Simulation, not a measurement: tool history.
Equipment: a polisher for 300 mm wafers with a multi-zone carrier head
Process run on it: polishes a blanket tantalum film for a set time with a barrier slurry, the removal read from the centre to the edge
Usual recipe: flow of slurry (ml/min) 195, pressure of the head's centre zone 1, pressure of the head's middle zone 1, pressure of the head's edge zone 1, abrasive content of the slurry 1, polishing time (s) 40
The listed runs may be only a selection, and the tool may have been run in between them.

run,hour,flow of slurry (ml/min),pressure of the head's centre zone,pressure of the head's middle zone,pressure of the head's edge zone,abrasive content of the slurry,polishing time (s),wafers since the last listed run,wafers polished on this pad,hours since the slurry nozzle was cleaned,hours since the centre zone pressure was calibrated,hours since the edge zone pressure was calibrated,hours since the carrier head's membrane was replaced,"incoming thickness of the incoming film, nm",film removed at the wafer's centre (angstrom),film removed at mid-radius (angstrom),film removed at the wafer's edge (angstrom)
1,0,195,1,1,1,0.9,40,0,1357,508.8,408.1,97.8,232.4,477.4,475,479,477
2,69.7,195,1,1,1,0.9,40,606,1963,578.5,477.8,167.5,302.1,479.3,455,452,461
# hour 93.8: slurry nozzle cleaned
# hour 108.2: worn pad replaced by a new one
3,119.4,195,1.06,1,1,1,40,388,97,25.6,527.5,217.2,351.8,475.2,543,521,528
4,163.9,195,1,1,1,1,40,387,484,70.1,572,261.7,396.3,484.3,517,511,533
5,263.5,195,1,1,1,1,40,866,1350,169.7,671.6,361.3,495.9,484.1,487,491,513
6,332.9,195,1,1,1,1,40,603,1954,239.1,741,430.7,565.3,483.9,465,466,492
# hour 405.7: worn pad replaced by a new one
7,406.2,195,1,1,1,1,40,602,4,312.4,814.3,504,638.6,482.5,513,508,533
8,494.2,195,1,0.96,1,1,40,765,769,400.4,902.3,592,726.6,484,507,490,523
9,561.2,195,1,0.96,1,1,40,582,1352,467.4,969.3,659,793.6,472.5,484,477,519
10,608.8,195,1,0.96,1,1,40,413,1765,515,1016.9,706.6,841.2,478.6,463,459,475
# hour 649.7: worn pad replaced by a new one
11,660.3,195,1,1,1,1,40,413,92,566.5,1068.4,758.1,892.7,486.2,500,526,531
# hour 667.7: slurry nozzle cleaned
# hour 712.7: centre zone pressure recalibrated
12,748.1,175,1,1,1.07,1.2,49,737,829,80.4,35.4,845.9,980.5,478,639,649,697
13,790.4,125,1,1,1.1,1,28,367,1197,122.7,77.7,888.2,1022.8,481.4,317,320,359
14,861.5,140,1,1.09,1,1,46,618,1815,193.8,148.8,959.3,1093.9,482.4,503,553,530
# hour 918.8: worn pad replaced by a new one
# hour 952.2: edge zone pressure recalibrated
15,955.1,195,1.04,1,1,1,40,761,298,287.4,242.4,2.9,1187.5,473.9,534,507,528
# hour 991.6: carrier head's membrane replaced by a new one
16,1007.7,195,1,1,0.91,1,40,413,712,340,295,55.5,16.1,473.8,505,499,501
17,1058.9,195,1,1,1,1,40,445,1157,391.2,346.2,106.7,67.3,481.9,492,502,507
18,1158.4,195,0.93,1.05,1,1,54,865,2022,490.7,445.7,206.2,166.8,478.4,572,647,638
# hour 1186.4: worn pad replaced by a new one
19,1228.6,195,1,1,1,1,40,575,366,560.9,515.9,276.4,237,481.4,500,517,525
# hour 1233.7: slurry nozzle cleaned
20,1309.8,195,1.1,1.07,1,1,40,697,1064,76.1,597.1,357.6,318.2,478.5,538,531,511

Take each entry between the runs: how does the hidden state at the last listed run before it differ from the hidden state at the first listed run after it?
In the gap between runs 2 and 3: slurry nozzle cleaned (hour 93.8); worn pad replaced by a new one (hour 108.2)
  removal rate lost through wear of the pad, %: 9.08 -> 0.39
  what was measured, less what the result would be without the hidden state, film removed at the wafer's centre (angstrom): -46 -> -2; film removed at mid-radius (angstrom): -45 -> -2; film removed at the wafer's edge (angstrom): -46 -> -2
In the gap between runs 6 and 7: worn pad replaced by a new one (hour 405.7)
  removal rate lost through wear of the pad, %: 9.2 -> 0.457
  what was measured, less what the result would be without the hidden state, film removed at the wafer's centre (angstrom): -47 -> -3; film removed at mid-radius (angstrom): -48 -> -2; film removed at the wafer's edge (angstrom): -50 -> -2
In the gap between runs 10 and 11: worn pad replaced by a new one (hour 649.7)
  removal rate lost through wear of the pad, %: 7.67 -> 0.32
  what was measured, less what the result would be without the hidden state, film removed at the wafer's centre (angstrom): -39 -> -1; film removed at mid-radius (angstrom): -38 -> -1; film removed at the wafer's edge (angstrom): -40 -> -2
In the gap between runs 11 and 12: slurry nozzle cleaned (hour 667.7); centre zone pressure recalibrated (hour 712.7)
  removal rate lost through wear of the pad, %: 0.32 -> 1.99
  what was measured, less what the result would be without the hidden state, film removed at the wafer's centre (angstrom): -1 -> -13; film removed at mid-radius (angstrom): -1 -> -13; film removed at the wafer's edge (angstrom): -2 -> -14
In the gap between runs 14 and 15: worn pad replaced by a new one (hour 918.8); edge zone pressure recalibrated (hour 952.2)
  removal rate lost through wear of the pad, %: 8.15 -> 0.517
  what was measured, less what the result would be without the hidden state, film removed at the wafer's centre (angstrom): -44 -> -2; film removed at mid-radius (angstrom): -49 -> -3; film removed at the wafer's edge (angstrom): -47 -> -3
In the gap between runs 15 and 16: carrier head's membrane replaced by a new one (hour 991.6)
  removal rate lost through wear of the pad, %: 0.517 -> 1.67
  what was measured, less what the result would be without the hidden state, film removed at the wafer's centre (angstrom): -2 -> -9; film removed at mid-radius (angstrom): -3 -> -9; film removed at the wafer's edge (angstrom): -3 -> -9
In the gap between runs 18 and 19: worn pad replaced by a new one (hour 1186.4)
  removal rate lost through wear of the pad, %: 10.3 -> 1.22
  what was measured, less what the result would be without the hidden state, film removed at the wafer's centre (angstrom): -66 -> -6; film removed at mid-radius (angstrom): -75 -> -6; film removed at the wafer's edge (angstrom): -74 -> -6
In the gap between runs 19 and 20: slurry nozzle cleaned (hour 1233.7)
  removal rate lost through wear of the pad, %: 1.22 -> 3.57
  what was measured, less what the result would be without the hidden state, film removed at the wafer's centre (angstrom): -6 -> -20; film removed at mid-radius (angstrom): -6 -> -19; film removed at the wafer's edge (angstrom): -6 -> -19
